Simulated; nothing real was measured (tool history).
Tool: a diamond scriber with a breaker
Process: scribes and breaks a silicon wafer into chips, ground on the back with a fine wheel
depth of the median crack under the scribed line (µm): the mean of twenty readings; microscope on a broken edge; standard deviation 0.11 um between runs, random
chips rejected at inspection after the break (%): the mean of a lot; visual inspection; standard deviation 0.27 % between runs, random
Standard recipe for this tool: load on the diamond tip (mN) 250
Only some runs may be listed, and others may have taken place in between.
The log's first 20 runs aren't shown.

run,hour,load on the diamond tip (mN),wafers since the last listed run,hours since the diamond tip was replaced,hours since the load on the tip was calibrated,"incoming depth of the damage left on the back of the incoming wafer, um",depth of the median crack under the scribed line (µm),chips rejected at inspection after the break (%)
21,561.6,289,143,229.1,152.7,2.42,7.61,4.42
22,586.8,228,179,254.3,177.9,1.74,6.47,3.13
23,612.0,250,179,279.5,203.1,1.57,6.86,2.38
24,646.6,228,247,314.1,237.7,1.58,6.48,2.88
25,663.0,218,117,330.5,254.1,2.39,6.46,6.43
26,679.6,229,118,347.1,270.7,2.10,6.76,4.84
27,704.9,229,180,372.4,296.0,2.00,6.56,4.05
28,722.4,204,124,389.9,313.5,1.82,6.18,5.20
29,746.1,250,169,413.6,337.2,2.59,6.95,6.41
30,770.7,201,175,438.2,361.8,2.07,6.00,6.90
31,787.0,278,116,454.5,378.1,2.02,7.42,3.03

Alternative continuations, all from the tool just after run 31; predict every row:
A,787.5,250,3,455.0,378.6,2.28,?,?
B,787.5,223,3,455.0,378.6,2.28,?,?
C,787.5,209,3,455.0,378.6,2.28,?,?
D,787.5,313,3,455.0,378.6,2.28,?,?
E,787.5,270,3,455.0,378.6,2.28,?,?

run,depth of the median crack under the scribed line (µm),chips rejected at inspection after the break (%)
A,7.00,3.95
B,6.57,5.24
C,6.34,6.28
D,7.97,3.59
E,7.32,3.49
Without the tool's unlogged condition, the same runs would have read:
run,depth of the median crack under the scribed line (µm),chips rejected at inspection after the break (%)
A,7.30,3.51
B,6.85,4.32
C,6.61,5.09
D,8.31,4.10
E,7.63,3.38
